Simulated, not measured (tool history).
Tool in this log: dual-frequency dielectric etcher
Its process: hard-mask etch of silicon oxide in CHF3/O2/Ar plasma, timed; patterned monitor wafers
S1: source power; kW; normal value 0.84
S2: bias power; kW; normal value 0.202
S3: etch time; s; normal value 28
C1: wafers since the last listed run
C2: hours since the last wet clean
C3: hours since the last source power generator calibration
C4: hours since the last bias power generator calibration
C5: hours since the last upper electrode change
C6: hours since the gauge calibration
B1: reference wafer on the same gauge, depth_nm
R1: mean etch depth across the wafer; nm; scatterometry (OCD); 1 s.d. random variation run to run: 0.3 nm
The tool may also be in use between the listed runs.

run,day,S1,S2,S3,C1,C2,C3,C4,C5,C6,B1,R1
1,0,0.84,0.202,28,0,504.2,1673.6,3468.4,5863.3,23.7,77.1,64.3
2,0.325,0.84,0.202,28,96,512,1681.4,3476.2,5871.1,31.5,77.3,64.5
3,0.662,0.84,0.202,28,100,520.1,1689.5,3484.3,5879.2,39.6,77.3,64
4,2.233,0.84,0.202,22.5,467,557.8,1727.2,3522,5916.9,77.3,77.3,51.9
# day 3.362: upper electrode replaced
5,3.383,0.84,0.181,28,44,585.4,1754.8,3549.6,0.5,104.9,77.2,62.9
6,3.396,0.84,0.202,28,3,585.7,1755.1,3549.9,0.8,105.2,77.3,64
7,3.625,0.84,0.202,28,68,591.2,1760.6,3555.4,6.3,110.7,77.4,64.6
# day 4.442: source power generator calibrated
# day 4.558: gauge calibrated
# day 4.825: wet clean of the chamber
8,4.846,0.84,0.202,24,199,0.5,9.7,3584.7,35.6,6.9,77.3,55.4
9,4.858,0.84,0.202,24,3,0.8,10,3585,35.9,7.2,77.3,55.4
10,5.138,1.04,0.202,21,83,7.5,16.7,3591.7,42.6,13.9,77.3,53.4
# day 5.725: bias power generator calibrated
11,5.862,0.84,0.242,31.5,166,24.9,34.1,3.3,60,31.3,77.2,75.7
12,6.254,0.84,0.248,32,116,34.3,43.5,12.7,69.4,40.7,77.3,77.9
13,6.858,0.84,0.202,28,179,48.8,58,27.2,83.9,55.2,77.5,64.3
14,7.112,0.84,0.202,28,75,54.9,64.1,33.3,90,61.3,77.2,64.4
15,7.525,0.84,0.235,28,122,64.8,74,43.2,99.9,71.2,77.1,67
16,8.246,0.84,0.202,35.5,214,82.1,91.3,60.5,117.2,88.5,77.4,81.1
17,8.533,0.84,0.202,28,85,89,98.2,67.4,124.1,95.4,77.2,63.9
18,9.096,0.68,0.164,28,167,102.5,111.7,80.9,137.6,108.9,77.3,55

Across each entry between runs, compare the hidden state at the last listed run before it with the hidden state at the first listed run after it:
Between runs 4 and 5: upper electrode replaced (day 3.362)
  nothing in the hidden state changes from one run to the other
Between runs 7 and 8: source power generator calibrated (day 4.442); gauge calibrated (day 4.558); wet clean of the chamber (day 4.825)
  nothing in the hidden state changes from one run to the other
Between runs 10 and 11: bias power generator calibrated (day 5.725)
  nothing in the hidden state changes from one run to the other
